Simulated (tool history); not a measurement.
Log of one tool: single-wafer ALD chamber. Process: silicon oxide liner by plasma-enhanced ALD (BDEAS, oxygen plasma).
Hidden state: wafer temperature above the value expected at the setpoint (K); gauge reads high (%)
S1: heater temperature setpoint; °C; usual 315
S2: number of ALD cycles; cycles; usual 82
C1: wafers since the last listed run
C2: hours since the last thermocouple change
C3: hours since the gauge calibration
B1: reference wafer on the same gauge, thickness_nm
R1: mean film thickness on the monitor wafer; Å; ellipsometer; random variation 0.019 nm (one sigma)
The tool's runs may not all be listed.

{"run": 1, "day": 0.0, "S1": 315, "S2": 82, "C1": 0, "C2": 320.5, "C3": 507.4, "B1": 6.629, "R1": 77.25}
{"run": 2, "day": 2.608, "S1": 315, "S2": 82, "C1": 169, "C2": 383.1, "C3": 570.0, "B1": 6.631, "R1": 77.79}
{"run": 3, "day": 5.3, "S1": 315, "S2": 82, "C1": 174, "C2": 447.7, "C3": 634.6, "B1": 6.627, "R1": 77.72}
{"run": 4, "day": 6.567, "S1": 315, "S2": 82, "C1": 82, "C2": 478.1, "C3": 665.0, "B1": 6.632, "R1": 77.54}
{"run": 5, "day": 11.808, "S1": 320, "S2": 76, "C1": 340, "C2": 603.9, "C3": 790.8, "B1": 6.629, "R1": 71.7}
{"run": 6, "day": 14.096, "S1": 323, "S2": 82, "C1": 148, "C2": 658.8, "C3": 845.7, "B1": 6.634, "R1": 76.8}
{"run": 7, "day": 16.225, "S1": 323, "S2": 82, "C1": 138, "C2": 709.9, "C3": 896.8, "B1": 6.625, "R1": 76.68}
{"run": 8, "day": 18.596, "S1": 323, "S2": 82, "C1": 153, "C2": 766.8, "C3": 953.7, "B1": 6.621, "R1": 76.95}
{"run": 9, "day": 20.654, "S1": 308, "S2": 70, "C1": 133, "C2": 816.2, "C3": 1003.1, "B1": 6.632, "R1": 66.86}
{"run": 10, "day": 22.45, "S1": 308, "S2": 70, "C1": 116, "C2": 859.3, "C3": 1046.2, "B1": 6.636, "R1": 66.87}
{"run": 11, "day": 25.446, "S1": 325, "S2": 73, "C1": 194, "C2": 931.2, "C3": 1118.1, "B1": 6.628, "R1": 68.1}
{"run": 12, "day": 27.088, "S1": 315, "S2": 95, "C1": 106, "C2": 970.6, "C3": 1157.5, "B1": 6.634, "R1": 89.88}
{"run": 13, "day": 29.921, "S1": 315, "S2": 82, "C1": 183, "C2": 1038.6, "C3": 1225.5, "B1": 6.631, "R1": 77.61}
{"run": 14, "day": 32.154, "S1": 315, "S2": 82, "C1": 144, "C2": 1092.2, "C3": 1279.1, "B1": 6.631, "R1": 77.21}
{"run": 15, "day": 34.054, "S1": 315, "S2": 82, "C1": 123, "C2": 1137.8, "C3": 1324.7, "B1": 6.622, "R1": 77.41}
{"day": 35.612, "done": "thermocouple changed; heater temperature recalibrated"}
{"run": 16, "day": 35.754, "S1": 315, "S2": 82, "C1": 88, "C2": 3.4, "C3": 1365.5, "B1": 6.625, "R1": 77.95}
{"run": 17, "day": 37.083, "S1": 303, "S2": 73, "C1": 86, "C2": 35.3, "C3": 1397.4, "B1": 6.626, "R1": 70.16}
{"run": 18, "day": 38.892, "S1": 303, "S2": 82, "C1": 117, "C2": 78.7, "C3": 1440.8, "B1": 6.635, "R1": 79.1}
{"run": 19, "day": 40.988, "S1": 315, "S2": 82, "C1": 135, "C2": 129.0, "C3": 1491.1, "B1": 6.635, "R1": 77.44}
{"run": 20, "day": 43.962, "S1": 315, "S2": 82, "C1": 193, "C2": 200.4, "C3": 1562.5, "B1": 6.63, "R1": 77.85}
{"run": 21, "day": 46.108, "S1": 315, "S2": 82, "C1": 139, "C2": 251.9, "C3": 1614.0, "B1": 6.634, "R1": 77.46}
{"run": 22, "day": 48.942, "S1": 315, "S2": 70, "C1": 183, "C2": 319.9, "C3": 1682.0, "B1": 6.635, "R1": 66.02}
{"run": 23, "day": 51.833, "S1": 315, "S2": 89, "C1": 187, "C2": 389.3, "C3": 1751.4, "B1": 6.629, "R1": 84.07}
{"run": 24, "day": 54.175, "S1": 315, "S2": 82, "C1": 151, "C2": 445.5, "C3": 1807.6, "B1": 6.633, "R1": 77.14}
{"run": 25, "day": 56.838, "S1": 307, "S2": 67, "C1": 172, "C2": 509.4, "C3": 1871.5, "B1": 6.635, "R1": 64.18}
{"day": 57.979, "done": "gauge calibrated"}
{"run": 26, "day": 59.158, "S1": 306, "S2": 94, "C1": 150, "C2": 565.1, "C3": 28.3, "B1": 6.621, "R1": 89.5}
{"run": 27, "day": 60.775, "S1": 315, "S2": 67, "C1": 104, "C2": 603.9, "C3": 67.1, "B1": 6.634, "R1": 63.3}
{"run": 28, "day": 63.096, "S1": 300, "S2": 71, "C1": 150, "C2": 659.6, "C3": 122.8, "B1": 6.628, "R1": 68.19}
{"run": 29, "day": 65.962, "S1": 315, "S2": 82, "C1": 185, "C2": 728.4, "C3": 191.6, "B1": 6.639, "R1": 77.59}
{"run": 30, "day": 68.954, "S1": 329, "S2": 76, "C1": 194, "C2": 800.2, "C3": 263.4, "B1": 6.624, "R1": 70.84}
{"run": 31, "day": 71.183, "S1": 324, "S2": 94, "C1": 144, "C2": 853.7, "C3": 316.9, "B1": 6.631, "R1": 87.29}
{"run": 32, "day": 79.567, "S1": 311, "S2": 95, "C1": 543, "C2": 1054.9, "C3": 518.1, "B1": 6.627, "R1": 90.26}

Forecast each of these 3 alternatives for the next run:
{"run": "A", "day": 79.588, "S1": 315, "S2": 82, "C1": 1, "C2": 1055.4, "C3": 518.6, "B1": "?", "R1": "?"}
{"run": "B", "day": 79.588, "S1": 311, "S2": 94, "C1": 1, "C2": 1055.4, "C3": 518.6, "B1": "?", "R1": "?"}
{"run": "C", "day": 79.588, "S1": 303, "S2": 91, "C1": 1, "C2": 1055.4, "C3": 518.6, "B1": "?", "R1": "?"}

run=A B1=6.630 R1=77.46
run=B B1=6.630 R1=89.24
run=C B1=6.630 R1=87.26
Without the tool's hidden state the same runs would have given:
run=A R1=77.46
run=B R1=89.24
run=C R1=87.26

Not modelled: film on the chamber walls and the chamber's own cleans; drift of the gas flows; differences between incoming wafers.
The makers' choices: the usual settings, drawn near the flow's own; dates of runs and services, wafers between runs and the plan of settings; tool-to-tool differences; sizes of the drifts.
